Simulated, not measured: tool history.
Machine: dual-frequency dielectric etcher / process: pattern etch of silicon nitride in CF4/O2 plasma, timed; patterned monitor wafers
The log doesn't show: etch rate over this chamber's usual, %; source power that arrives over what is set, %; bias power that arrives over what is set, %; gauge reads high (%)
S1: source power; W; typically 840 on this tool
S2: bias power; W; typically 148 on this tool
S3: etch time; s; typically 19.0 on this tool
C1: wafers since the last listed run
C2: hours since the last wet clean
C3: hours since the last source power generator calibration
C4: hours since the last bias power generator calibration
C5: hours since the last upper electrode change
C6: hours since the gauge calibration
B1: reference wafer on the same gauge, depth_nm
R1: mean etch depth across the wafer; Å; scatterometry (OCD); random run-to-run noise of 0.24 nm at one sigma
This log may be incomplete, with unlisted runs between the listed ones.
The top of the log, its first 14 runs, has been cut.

run    hour   S1   S2    S3    C1     C2      C3      C4      C5     C6    B1   R1
 15   624.0  840  113  21.0   608   54.0   282.4  2175.0  4936.4   92.3  65.6  579
      675.8  -- upper electrode replaced
 16   681.8  840  148  19.0   428  111.8   340.2  2232.8     6.0  150.1  65.6  564
 17   729.8  840  148  19.0   608  159.8   388.2  2280.8    54.0  198.1  65.6  571
 18   791.2  980  148  19.0   777  221.2   449.6  2342.2   115.4  259.5  65.6  636
      797.4  -- bias power generator calibrated
 19   847.9  990  172  17.5   667  277.9   506.3    50.5   172.1  316.2  65.5  613
 20   904.8  840  148  19.0   720  334.8   563.2   107.4   229.0  373.1  65.6  561
 21   937.1  840  148  22.5   409  367.1   595.5   139.7   261.3  405.4  65.5  669
     1000.0  -- wet clean of the chamber
 22  1040.4  960  138  15.5  1004   40.4   698.8   243.0   364.6  508.7  65.6  491
 23  1106.3  750  134  19.0   834  106.3   764.7   308.9   430.5  574.6  65.6  502
 24  1227.0  910  148  22.0  1529  227.0   885.4   429.6   551.2  695.3  65.6  687
 25  1274.8  840  148  19.0   605  274.8   933.2   477.4   599.0  743.1  65.5  566
 26  1322.4  720  148  15.0   603  322.4   980.8   525.0   646.6  790.7  65.6  397
 27  1385.4  840  148  14.0   798  385.4  1043.8   588.0   709.6  853.7  65.6  413
 28  1439.2  840  163  19.0   681  439.2  1097.6   641.8   763.4  907.5  65.5  578
 29  1488.2  840  117  23.5   620  488.2  1146.6   690.8   812.4  956.5  65.6  645

What will run 30 give?
     1518.5  -- wet clean of the chamber
 30  1555.0  840  148  22.0  542  36.5  1213.4  757.6  879.2  1023.3   ?   ?

B1: 65.5
R1: 653 Å
Without the tool's hidden state the same run would have given R1 655 Å.
